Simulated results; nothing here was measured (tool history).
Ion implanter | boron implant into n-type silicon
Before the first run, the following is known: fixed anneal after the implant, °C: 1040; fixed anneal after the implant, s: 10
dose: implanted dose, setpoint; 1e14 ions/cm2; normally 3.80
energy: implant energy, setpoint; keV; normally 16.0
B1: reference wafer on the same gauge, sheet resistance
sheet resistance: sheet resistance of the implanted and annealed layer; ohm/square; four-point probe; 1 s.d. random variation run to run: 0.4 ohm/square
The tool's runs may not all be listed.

{"run": 1, "hour": 0.0, "dose": 3.19, "energy": 16.0, "B1": 270.42, "sheet resistance": 304.5}
{"run": 2, "hour": 6.1, "dose": 3.19, "energy": 16.0, "B1": 270.43, "sheet resistance": 305.12}
{"hour": 10.8, "done": "gauge calibrated"}
{"run": 3, "hour": 13.2, "dose": 3.8, "energy": 16.0, "B1": 272.23, "sheet resistance": 265.94}
{"run": 4, "hour": 27.6, "dose": 3.8, "energy": 16.0, "B1": 271.86, "sheet resistance": 266.54}
{"run": 5, "hour": 39.0, "dose": 3.8, "energy": 16.0, "B1": 271.91, "sheet resistance": 266.18}
{"run": 6, "hour": 54.5, "dose": 3.12, "energy": 16.0, "B1": 271.76, "sheet resistance": 312.23}
{"run": 7, "hour": 61.2, "dose": 3.12, "energy": 16.0, "B1": 271.57, "sheet resistance": 310.39}
{"run": 8, "hour": 70.3, "dose": 4.34, "energy": 16.0, "B1": 271.5, "sheet resistance": 237.38}
{"run": 9, "hour": 86.3, "dose": 4.34, "energy": 16.0, "B1": 271.29, "sheet resistance": 237.75}
{"run": 10, "hour": 93.5, "dose": 3.8, "energy": 13.5, "B1": 271.14, "sheet resistance": 269.58}
{"hour": 103.1, "done": "extraction supply calibrated"}
{"run": 11, "hour": 103.6, "dose": 2.97, "energy": 11.0, "B1": 271.16, "sheet resistance": 339.14}
{"hour": 115.9, "done": "Faraday cup replaced and dose calibrated"}
{"run": 12, "hour": 116.4, "dose": 3.8, "energy": 16.0, "B1": 270.92, "sheet resistance": 265.22}
{"run": 13, "hour": 128.0, "dose": 3.8, "energy": 20.5, "B1": 270.85, "sheet resistance": 257.93}
{"run": 14, "hour": 139.3, "dose": 3.8, "energy": 16.0, "B1": 270.82, "sheet resistance": 264.64}
{"run": 15, "hour": 155.0, "dose": 4.32, "energy": 14.0, "B1": 270.61, "sheet resistance": 242.2}
{"hour": 160.0, "done": "gauge calibrated"}
{"run": 16, "hour": 172.7, "dose": 2.75, "energy": 20.0, "B1": 271.74, "sheet resistance": 337.28}
{"run": 17, "hour": 183.1, "dose": 4.25, "energy": 18.0, "B1": 271.63, "sheet resistance": 239.43}
{"run": 18, "hour": 200.6, "dose": 2.72, "energy": 12.0, "B1": 271.43, "sheet resistance": 361.27}

For each run, the measured value with the value that run would have given without the tool's hidden condition subtracted. The run-to-run variation is shared by both, the gauge scatter possibly not:
The tool's hidden condition here consists of: deviation of the true dose from the Faraday cup's reading, %; deviation of the true energy from its setpoint, %; gauge reads high (%).
run=1 sheet_resistance=-1.69
run=2 sheet_resistance=-1.77
run=3 sheet_resistance=+0.09
run=4 sheet_resistance=-0.06
run=5 sheet_resistance=-0.18
run=6 sheet_resistance=-0.41
run=7 sheet_resistance=-0.49
run=8 sheet_resistance=-0.46
run=9 sheet_resistance=-0.62
run=10 sheet_resistance=-0.77
run=11 sheet_resistance=-1.11
run=12 sheet_resistance=-1.01
run=13 sheet_resistance=-1.10
run=14 sheet_resistance=-1.25
run=15 sheet_resistance=-1.30
run=16 sheet_resistance=-0.28
run=17 sheet_resistance=-0.30
run=18 sheet_resistance=-0.69

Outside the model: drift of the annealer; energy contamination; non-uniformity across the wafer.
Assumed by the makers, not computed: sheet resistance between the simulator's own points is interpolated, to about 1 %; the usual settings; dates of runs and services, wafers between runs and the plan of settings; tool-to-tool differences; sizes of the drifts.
